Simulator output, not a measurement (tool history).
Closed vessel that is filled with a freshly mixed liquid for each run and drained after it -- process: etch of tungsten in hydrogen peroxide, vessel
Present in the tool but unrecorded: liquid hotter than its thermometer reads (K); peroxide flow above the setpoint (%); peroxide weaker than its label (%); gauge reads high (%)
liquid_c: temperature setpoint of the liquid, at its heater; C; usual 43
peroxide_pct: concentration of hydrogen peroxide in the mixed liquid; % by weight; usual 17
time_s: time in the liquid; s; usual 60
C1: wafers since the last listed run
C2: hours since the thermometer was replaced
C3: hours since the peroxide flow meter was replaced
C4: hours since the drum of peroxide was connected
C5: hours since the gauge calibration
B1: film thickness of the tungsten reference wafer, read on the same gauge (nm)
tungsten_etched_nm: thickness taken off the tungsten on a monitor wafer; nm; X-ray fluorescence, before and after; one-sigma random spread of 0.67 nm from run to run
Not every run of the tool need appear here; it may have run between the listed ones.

{"run": 1, "hour": 0.0, "liquid_c": 40.5, "peroxide_pct": 17, "time_s": 60, "C1": 0, "C2": 2056.3, "C3": 1822.7, "C4": 1423.9, "C5": 1393.5, "B1": 140, "tungsten_etched_nm": 84.73}
{"run": 2, "hour": 29.3, "liquid_c": 40.5, "peroxide_pct": 17, "time_s": 60, "C1": 3012, "C2": 2085.6, "C3": 1852, "C4": 1453.2, "C5": 1422.8, "B1": 140.02, "tungsten_etched_nm": 84.11}
{"run": 3, "hour": 47.5, "liquid_c": 43, "peroxide_pct": 20.5, "time_s": 60, "C1": 1871, "C2": 2103.8, "C3": 1870.2, "C4": 1471.4, "C5": 1441, "B1": 140.01, "tungsten_etched_nm": 108.3}
{"hour": 60.5, "done": "new drum of peroxide connected"}
{"run": 4, "hour": 74.5, "liquid_c": 43, "peroxide_pct": 17, "time_s": 60, "C1": 2673, "C2": 2130.8, "C3": 1897.2, "C4": 14, "C5": 1468, "B1": 140.02, "tungsten_etched_nm": 98.88}
{"run": 5, "hour": 110.3, "liquid_c": 43, "peroxide_pct": 17, "time_s": 60, "C1": 3680, "C2": 2166.6, "C3": 1933, "C4": 49.8, "C5": 1503.8, "B1": 139.98, "tungsten_etched_nm": 98.04}
{"hour": 125.0, "done": "peroxide flow meter replaced"}
{"hour": 181.0, "done": "gauge calibrated"}
{"run": 6, "hour": 193.7, "liquid_c": 43, "peroxide_pct": 17, "time_s": 60, "C1": 8472, "C2": 2250, "C3": 68.7, "C4": 133.2, "C5": 12.7, "B1": 140, "tungsten_etched_nm": 98.58}
{"hour": 219.8, "done": "thermometer replaced"}
{"run": 7, "hour": 223.6, "liquid_c": 43, "peroxide_pct": 17, "time_s": 60, "C1": 2971, "C2": 3.8, "C3": 98.6, "C4": 163.1, "C5": 42.6, "B1": 140.01, "tungsten_etched_nm": 97.78}
{"run": 8, "hour": 255.8, "liquid_c": 43, "peroxide_pct": 17, "time_s": 60, "C1": 3310, "C2": 36, "C3": 130.8, "C4": 195.3, "C5": 74.8, "B1": 139.98, "tungsten_etched_nm": 99.15}
{"run": 9, "hour": 286.6, "liquid_c": 43, "peroxide_pct": 17, "time_s": 60, "C1": 3166, "C2": 66.8, "C3": 161.6, "C4": 226.1, "C5": 105.6, "B1": 140.01, "tungsten_etched_nm": 97.65}
{"run": 10, "hour": 314.0, "liquid_c": 43, "peroxide_pct": 17, "time_s": 40, "C1": 2817, "C2": 94.2, "C3": 189, "C4": 253.5, "C5": 133, "B1": 139.97, "tungsten_etched_nm": 66.56}
{"run": 11, "hour": 333.7, "liquid_c": 43, "peroxide_pct": 17, "time_s": 60, "C1": 2025, "C2": 113.9, "C3": 208.7, "C4": 273.2, "C5": 152.7, "B1": 139.99, "tungsten_etched_nm": 99.69}
{"run": 12, "hour": 356.9, "liquid_c": 43, "peroxide_pct": 19.5, "time_s": 75, "C1": 2385, "C2": 137.1, "C3": 231.9, "C4": 296.4, "C5": 175.9, "B1": 139.99, "tungsten_etched_nm": 132.44}
{"run": 13, "hour": 371.0, "liquid_c": 49, "peroxide_pct": 12.5, "time_s": 85, "C1": 1449, "C2": 151.2, "C3": 246, "C4": 310.5, "C5": 190, "B1": 139.98, "tungsten_etched_nm": 174.86}
{"run": 14, "hour": 396.5, "liquid_c": 43, "peroxide_pct": 17, "time_s": 80, "C1": 2621, "C2": 176.7, "C3": 271.5, "C4": 336, "C5": 215.5, "B1": 140.01, "tungsten_etched_nm": 132.87}
{"run": 15, "hour": 428.0, "liquid_c": 52, "peroxide_pct": 19.5, "time_s": 35, "C1": 3238, "C2": 208.2, "C3": 303, "C4": 367.5, "C5": 247, "B1": 140.02, "tungsten_etched_nm": 108.51}
{"run": 16, "hour": 452.8, "liquid_c": 43, "peroxide_pct": 17, "time_s": 60, "C1": 2549, "C2": 233, "C3": 327.8, "C4": 392.3, "C5": 271.8, "B1": 140.01, "tungsten_etched_nm": 98.23}
{"run": 17, "hour": 465.6, "liquid_c": 37.5, "peroxide_pct": 12.5, "time_s": 40, "C1": 1316, "C2": 245.8, "C3": 340.6, "C4": 405.1, "C5": 284.6, "B1": 140.02, "tungsten_etched_nm": 39.69}
{"run": 18, "hour": 480.4, "liquid_c": 43, "peroxide_pct": 17, "time_s": 30, "C1": 1521, "C2": 260.6, "C3": 355.4, "C4": 419.9, "C5": 299.4, "B1": 140, "tungsten_etched_nm": 49.23}
{"run": 19, "hour": 505.9, "liquid_c": 43, "peroxide_pct": 17, "time_s": 60, "C1": 2621, "C2": 286.1, "C3": 380.9, "C4": 445.4, "C5": 324.9, "B1": 139.99, "tungsten_etched_nm": 98.52}
{"run": 20, "hour": 523.4, "liquid_c": 43, "peroxide_pct": 15, "time_s": 75, "C1": 1799, "C2": 303.6, "C3": 398.4, "C4": 462.9, "C5": 342.4, "B1": 140.02, "tungsten_etched_nm": 117.39}
{"run": 21, "hour": 548.5, "liquid_c": 33.5, "peroxide_pct": 17, "time_s": 45, "C1": 2580, "C2": 328.7, "C3": 423.5, "C4": 488, "C5": 367.5, "B1": 140.02, "tungsten_etched_nm": 40.03}
{"run": 22, "hour": 579.9, "liquid_c": 40, "peroxide_pct": 12, "time_s": 85, "C1": 3228, "C2": 360.1, "C3": 454.9, "C4": 519.4, "C5": 398.9, "B1": 140, "tungsten_etched_nm": 96.09}
{"run": 23, "hour": 602.4, "liquid_c": 43, "peroxide_pct": 15, "time_s": 80, "C1": 2313, "C2": 382.6, "C3": 477.4, "C4": 541.9, "C5": 421.4, "B1": 139.99, "tungsten_etched_nm": 124.52}
{"run": 24, "hour": 630.0, "liquid_c": 46, "peroxide_pct": 22, "time_s": 30, "C1": 2837, "C2": 410.2, "C3": 505, "C4": 569.5, "C5": 449, "B1": 140.04, "tungsten_etched_nm": 68.68}
{"run": 25, "hour": 651.2, "liquid_c": 40, "peroxide_pct": 17, "time_s": 60, "C1": 2179, "C2": 431.4, "C3": 526.2, "C4": 590.7, "C5": 470.2, "B1": 139.99, "tungsten_etched_nm": 81.27}
{"run": 26, "hour": 674.8, "liquid_c": 39, "peroxide_pct": 15.5, "time_s": 40, "C1": 2426, "C2": 455, "C3": 549.8, "C4": 614.3, "C5": 493.8, "B1": 140.03, "tungsten_etched_nm": 48.06}
{"run": 27, "hour": 706.4, "liquid_c": 43, "peroxide_pct": 17, "time_s": 60, "C1": 3248, "C2": 486.6, "C3": 581.4, "C4": 645.9, "C5": 525.4, "B1": 139.99, "tungsten_etched_nm": 98.92}
{"run": 28, "hour": 739.4, "liquid_c": 43, "peroxide_pct": 22, "time_s": 60, "C1": 3392, "C2": 519.6, "C3": 614.4, "C4": 678.9, "C5": 558.4, "B1": 140.03, "tungsten_etched_nm": 113.49}
{"run": 29, "hour": 763.5, "liquid_c": 43, "peroxide_pct": 19, "time_s": 60, "C1": 2477, "C2": 543.7, "C3": 638.5, "C4": 703, "C5": 582.5, "B1": 140, "tungsten_etched_nm": 104.49}
{"run": 30, "hour": 797.9, "liquid_c": 33, "peroxide_pct": 12.5, "time_s": 60, "C1": 3536, "C2": 578.1, "C3": 672.9, "C4": 737.4, "C5": 616.9, "B1": 140, "tungsten_etched_nm": 44.01}
{"run": 31, "hour": 831.8, "liquid_c": 46.5, "peroxide_pct": 17, "time_s": 60, "C1": 3485, "C2": 612, "C3": 706.8, "C4": 771.3, "C5": 650.8, "B1": 140, "tungsten_etched_nm": 123.94}

What if the next run were any one of these 3? Each begins from the tool's condition after run 31:
{"run": "A", "hour": 832.5, "liquid_c": 43, "peroxide_pct": 20, "time_s": 60, "C1": 71, "C2": 612.7, "C3": 707.5, "C4": 772, "C5": 651.5, "B1": "?", "tungsten_etched_nm": "?"}
{"run": "B", "hour": 832.5, "liquid_c": 48, "peroxide_pct": 17, "time_s": 40, "C1": 71, "C2": 612.7, "C3": 707.5, "C4": 772, "C5": 651.5, "B1": "?", "tungsten_etched_nm": "?"}
{"run": "C", "hour": 832.5, "liquid_c": 43, "peroxide_pct": 15.5, "time_s": 60, "C1": 71, "C2": 612.7, "C3": 707.5, "C4": 772, "C5": 651.5, "B1": "?", "tungsten_etched_nm": "?"}

run=A B1=140.03 tungsten_etched_nm=107.15
run=B B1=140.03 tungsten_etched_nm=90.18
run=C B1=140.03 tungsten_etched_nm=94.33
With no hidden state in the tool, these same runs would have given:
run=A tungsten_etched_nm=107.15
run=B tungsten_etched_nm=90.18
run=C tungsten_etched_nm=94.33
